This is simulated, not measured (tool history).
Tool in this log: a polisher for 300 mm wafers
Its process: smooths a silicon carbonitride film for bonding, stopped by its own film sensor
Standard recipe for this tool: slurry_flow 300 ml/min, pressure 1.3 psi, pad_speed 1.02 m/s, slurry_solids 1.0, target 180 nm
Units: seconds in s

run   hour  slurry_flow  pressure  pad_speed  slurry_solids  target  incoming thickness of the incoming film, nm  seconds
  1    0.0          300       1.3       1.02            0.8     180                                        190.7     79.7
      33.1  -- slurry blender recalibrated
  2   60.9          300       1.0       1.02            1.0     180                                        193.0    106.2
  3  103.0          300       1.0       1.02            1.0     180                                        190.6     85.0
  4  158.9          380       1.3       1.02            1.0     178                                        191.3     85.9
     192.6  -- worn pad replaced by a new one
  5  230.8          220       1.3       1.02            1.0     180                                        189.1     62.2
  6  290.5          300       1.3       1.02            1.0     180                                        189.7     63.6
  7  359.8          300       1.3       1.02            1.0     180                                        188.3     54.7
  8  396.4          300       1.3       1.02            1.0     180                                        186.1     39.3
     438.9  -- slurry blender recalibrated
  9  451.2          300       1.3       0.84            1.0     182                                        190.0     61.0
     454.4  -- slurry nozzle cleaned
 10  505.7          300       1.3       0.84            1.0     182                                        192.9     81.7
     527.4  -- worn pad replaced by a new one
 11  577.0          300       1.3       0.84            1.0     182                                        186.5     33.6
 12  617.2          300       1.1       0.88            1.0     182                                        189.4     60.6
 13  643.4          300       0.9       1.34            1.0     182                                        189.6     55.2
 14  683.0          300       1.3       1.02            1.0     180                                        190.0     66.8
 15  710.5          300       1.3       1.02            1.1     180                                        192.2     77.0
     725.4  -- head pressure recalibrated
 16  746.5          300       1.3       1.28            1.0     180                                        189.7     54.5
 17  779.5          300       1.8       1.02            1.0     180                                        186.6     33.9

Predict the results of run 18:
 18  819.0          220       1.8       0.78            1.0     183                                        188.8        ?

{"run 18": {"seconds": 36.3}}
Had the tool carried no hidden state, the very same run would have given seconds 36.3 s.

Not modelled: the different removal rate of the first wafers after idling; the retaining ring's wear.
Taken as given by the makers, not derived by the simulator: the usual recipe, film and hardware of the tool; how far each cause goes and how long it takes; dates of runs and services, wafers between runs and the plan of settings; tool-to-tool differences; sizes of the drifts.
